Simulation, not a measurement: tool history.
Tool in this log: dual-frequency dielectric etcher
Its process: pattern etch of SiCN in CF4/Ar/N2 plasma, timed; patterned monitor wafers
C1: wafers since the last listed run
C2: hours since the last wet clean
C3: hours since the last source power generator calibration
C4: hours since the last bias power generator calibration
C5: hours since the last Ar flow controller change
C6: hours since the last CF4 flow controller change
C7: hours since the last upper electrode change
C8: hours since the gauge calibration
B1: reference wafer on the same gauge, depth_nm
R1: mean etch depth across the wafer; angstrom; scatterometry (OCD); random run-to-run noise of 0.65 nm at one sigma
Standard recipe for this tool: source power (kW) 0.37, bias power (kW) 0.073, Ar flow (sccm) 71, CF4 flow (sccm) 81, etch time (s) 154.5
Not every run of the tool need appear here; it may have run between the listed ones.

Run 1, hour 0: usual settings; C1 0; C2 271.1; C3 4546.8; C4 3760.6; C5 6320.1; C6 4986.6; C7 3946; C8 235.2; B1 101. Result: R1 1179 angstrom.
At hour 37.4: gauge calibrated.
Run 2, hour 92.7: usual settings; C1 616; C2 363.8; C3 4639.5; C4 3853.3; C5 6412.8; C6 5079.3; C7 4038.7; C8 55.3; B1 100.9. Result: R1 1174 angstrom.
Run 3, hour 123.9: usual settings; C1 207; C2 395; C3 4670.7; C4 3884.5; C5 6444; C6 5110.5; C7 4069.9; C8 86.5; B1 101. Result: R1 1179 angstrom.
Run 4, hour 146.3: usual settings; C1 148; C2 417.4; C3 4693.1; C4 3906.9; C5 6466.4; C6 5132.9; C7 4092.3; C8 108.9; B1 101. Result: R1 1179 angstrom.
Run 5, hour 162.9: usual settings; C1 110; C2 434; C3 4709.7; C4 3923.5; C5 6483; C6 5149.5; C7 4108.9; C8 125.5; B1 101. Result: R1 1186 angstrom.
At hour 176.9: Ar flow controller replaced.
At hour 216.6: upper electrode replaced.
Run 6, hour 217.1: usual settings but Ar flow (sccm) 65; C1 160; C2 488.2; C3 4763.9; C4 3977.7; C5 40.2; C6 5203.7; C7 0.5; C8 179.7; B1 101. Result: R1 1195 angstrom.
Run 7, hour 217.4: usual settings but Ar flow (sccm) 65; C1 1; C2 488.5; C3 4764.2; C4 3978; C5 40.5; C6 5204; C7 0.8; C8 180; B1 100.9. Result: R1 1201 angstrom.
At hour 222.7: bias power generator calibrated.
At hour 270.5: source power generator calibrated.
Run 8, hour 274.5: usual settings but bias power (kW) 0.063, Ar flow (sccm) 88; C1 326; C2 545.6; C3 4; C4 51.8; C5 97.6; C6 5261.1; C7 57.9; C8 237.1; B1 101. Result: R1 1081 angstrom.
At hour 290.4: CF4 flow controller replaced.
Run 9, hour 293.1: usual settings but bias power (kW) 0.063; C1 83; C2 564.2; C3 22.6; C4 70.4; C5 116.2; C6 2.7; C7 76.5; C8 255.7; B1 101.1. Result: R1 1112 angstrom.
At hour 310.5: gauge calibrated.
At hour 318.1: wet clean of the chamber.
Run 10, hour 354.1: usual settings but bias power (kW) 0.089, CF4 flow (sccm) 61; C1 245; C2 36; C3 83.6; C4 131.4; C5 177.2; C6 63.7; C7 137.5; C8 43.6; B1 101. Result: R1 1246 angstrom.
Run 11, hour 387.4: usual settings but Ar flow (sccm) 77; C1 221; C2 69.3; C3 116.9; C4 164.7; C5 210.5; C6 97; C7 170.8; C8 76.9; B1 101.1. Result: R1 1161 angstrom.
Run 12, hour 409: usual settings; C1 143; C2 90.9; C3 138.5; C4 186.3; C5 232.1; C6 118.6; C7 192.4; C8 98.5; B1 100.9. Result: R1 1176 angstrom.
Run 13, hour 430.1: usual settings but source power (kW) 0.3, bias power (kW) 0.056, CF4 flow (sccm) 94; C1 140; C2 112; C3 159.6; C4 207.4; C5 253.2; C6 139.7; C7 213.5; C8 119.6; B1 101. Result: R1 881 angstrom.
Run 14, hour 465.8: usual settings but source power (kW) 0.43, bias power (kW) 0.086, Ar flow (sccm) 81, etch time (s) 189.5; C1 237; C2 147.7; C3 195.3; C4 243.1; C5 288.9; C6 175.4; C7 249.2; C8 155.3; B1 101.1. Result: R1 1745 angstrom.

Alternative continuations, all from the tool just after run 14; predict every row:
Run A, hour 466.3: usual settings but CF4 flow (sccm) 92; C1 3; C2 148.2; C3 195.8; C4 243.6; C5 289.4; C6 175.9; C7 249.7; C8 155.8; B1 ?. Result: R1 ?.
Run B, hour 466.3: usual settings but Ar flow (sccm) 56; C1 3; C2 148.2; C3 195.8; C4 243.6; C5 289.4; C6 175.9; C7 249.7; C8 155.8; B1 ?. Result: R1 ?.
Run C, hour 466.3: usual settings but bias power (kW) 0.081, Ar flow (sccm) 83, CF4 flow (sccm) 71, etch time (s) 117.5; C1 3; C2 148.2; C3 195.8; C4 243.6; C5 289.4; C6 175.9; C7 249.7; C8 155.8; B1 ?. Result: R1 ?.
Run D, hour 466.3: usual settings but source power (kW) 0.43, etch time (s) 183; C1 3; C2 148.2; C3 195.8; C4 243.6; C5 289.4; C6 175.9; C7 249.7; C8 155.8; B1 ?. Result: R1 ?.
Run E, hour 466.3: usual settings but source power (kW) 0.42, bias power (kW) 0.065, CF4 flow (sccm) 69, etch time (s) 120; C1 3; C2 148.2; C3 195.8; C4 243.6; C5 289.4; C6 175.9; C7 249.7; C8 155.8; B1 ?. Result: R1 ?.

run   B1    R1
  A  101  1190
  B  101  1207
  C  101   908
  D  101  1608
  E  101   974
The same runs, with their run-to-run variation unchanged, on a tool lacking any hidden condition would have given:
run    R1
  A  1190
  B  1207
  C   908
  D  1608
  E   974
